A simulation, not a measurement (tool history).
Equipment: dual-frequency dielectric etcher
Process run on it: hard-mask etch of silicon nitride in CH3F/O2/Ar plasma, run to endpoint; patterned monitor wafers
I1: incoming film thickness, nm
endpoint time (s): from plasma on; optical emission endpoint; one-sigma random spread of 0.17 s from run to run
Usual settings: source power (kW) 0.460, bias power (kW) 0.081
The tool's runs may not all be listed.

run 1 hour=0.0 | source_power_(kW)=0.370 bias_power_(kW)=0.081 | I1=39.74 | endpoint_time_(s)=54.9
run 2 hour=29.2 | source_power_(kW)=0.370 bias_power_(kW)=0.081 | I1=40.11 | endpoint_time_(s)=55.4
run 3 hour=64.6 | source_power_(kW)=0.520 bias_power_(kW)=0.081 | I1=40.36 | endpoint_time_(s)=50.1
-- hour=93.0 wet clean of the chamber
run 4 hour=93.5 | source_power_(kW)=0.410 bias_power_(kW)=0.081 | I1=39.86 | endpoint_time_(s)=54.6
run 5 hour=98.7 | source_power_(kW)=0.410 bias_power_(kW)=0.081 | I1=40.29 | endpoint_time_(s)=55.2
run 6 hour=147.8 | source_power_(kW)=0.410 bias_power_(kW)=0.081 | I1=39.76 | endpoint_time_(s)=53.9
run 7 hour=164.0 | source_power_(kW)=0.460 bias_power_(kW)=0.081 | I1=39.60 | endpoint_time_(s)=52.2
run 8 hour=196.0 | source_power_(kW)=0.400 bias_power_(kW)=0.093 | I1=39.75 | endpoint_time_(s)=52.2
run 9 hour=216.5 | source_power_(kW)=0.400 bias_power_(kW)=0.093 | I1=40.49 | endpoint_time_(s)=52.9
run 10 hour=248.8 | source_power_(kW)=0.400 bias_power_(kW)=0.093 | I1=40.42 | endpoint_time_(s)=52.7
run 11 hour=279.0 | source_power_(kW)=0.460 bias_power_(kW)=0.081 | I1=40.29 | endpoint_time_(s)=52.8
run 12 hour=295.2 | source_power_(kW)=0.460 bias_power_(kW)=0.081 | I1=39.94 | endpoint_time_(s)=52.0
run 13 hour=325.9 | source_power_(kW)=0.460 bias_power_(kW)=0.076 | I1=40.26 | endpoint_time_(s)=53.3
-- hour=349.4 bias power generator calibrated
run 14 hour=411.4 | source_power_(kW)=0.460 bias_power_(kW)=0.076 | I1=40.03 | endpoint_time_(s)=52.2
run 15 hour=437.3 | source_power_(kW)=0.390 bias_power_(kW)=0.089 | I1=39.82 | endpoint_time_(s)=51.9
-- hour=471.2 wet clean of the chamber
run 16 hour=471.7 | source_power_(kW)=0.390 bias_power_(kW)=0.067 | I1=40.12 | endpoint_time_(s)=58.7
run 17 hour=484.8 | source_power_(kW)=0.560 bias_power_(kW)=0.091 | I1=40.01 | endpoint_time_(s)=48.1
run 18 hour=501.0 | source_power_(kW)=0.570 bias_power_(kW)=0.081 | I1=40.24 | endpoint_time_(s)=49.9
-- hour=510.5 source power generator calibrated
-- hour=549.5 upper electrode replaced
run 19 hour=550.0 | source_power_(kW)=0.570 bias_power_(kW)=0.068 | I1=39.96 | endpoint_time_(s)=52.0
run 20 hour=569.2 | source_power_(kW)=0.460 bias_power_(kW)=0.081 | I1=39.83 | endpoint_time_(s)=52.3
run 21 hour=587.6 | source_power_(kW)=0.510 bias_power_(kW)=0.090 | I1=39.82 | endpoint_time_(s)=49.0
run 22 hour=601.8 | source_power_(kW)=0.540 bias_power_(kW)=0.081 | I1=39.81 | endpoint_time_(s)=49.6
run 23 hour=617.4 | source_power_(kW)=0.460 bias_power_(kW)=0.081 | I1=39.48 | endpoint_time_(s)=51.4
run 24 hour=629.9 | source_power_(kW)=0.460 bias_power_(kW)=0.081 | I1=39.78 | endpoint_time_(s)=52.1
run 25 hour=663.7 | source_power_(kW)=0.460 bias_power_(kW)=0.074 | I1=39.84 | endpoint_time_(s)=53.3
run 26 hour=697.3 | source_power_(kW)=0.540 bias_power_(kW)=0.100 | I1=40.32 | endpoint_time_(s)=46.7
run 27 hour=732.2 | source_power_(kW)=0.420 bias_power_(kW)=0.095 | I1=40.33 | endpoint_time_(s)=50.6
run 28 hour=753.9 | source_power_(kW)=0.370 bias_power_(kW)=0.067 | I1=40.40 | endpoint_time_(s)=59.0
run 29 hour=772.0 | source_power_(kW)=0.390 bias_power_(kW)=0.065 | I1=40.12 | endpoint_time_(s)=58.3
run 30 hour=796.5 | source_power_(kW)=0.350 bias_power_(kW)=0.088 | I1=39.67 | endpoint_time_(s)=53.7

How would selected steps in endpoint time (s) from run to run divide? Give the signed amount a tool lacking its hidden state would still show from settings, what came in and random variation, and the signed amount left for the hidden state, including any gauge scatter that is not in both of the compared results.
The tool's hidden condition here consists of: etch rate over this chamber's usual, %; source power that arrives over what is set, %; bias power that arrives over what is set, %.
Run 3 -> 4: source power (kW) 0.520 -> 0.410, wet clean of the chamber. endpoint time (s) +4.5: hidden state +1.3, all else +3.2.
Run 13 -> 14: bias power generator calibrated. endpoint time (s) -1.1: hidden state -0.4, all else -0.7.
Run 15 -> 16: bias power (kW) 0.089 -> 0.067, wet clean of the chamber. endpoint time (s) +6.8: hidden state +1.4, all else +5.4.
Run 16 -> 17: source power (kW) 0.390 -> 0.560, bias power (kW) 0.067 -> 0.091. endpoint time (s) -10.6: hidden state +0.0, all else -10.6.
Run 27 -> 28: source power (kW) 0.420 -> 0.370, bias power (kW) 0.095 -> 0.067. endpoint time (s) +8.4: hidden state -0.2, all else +8.6.
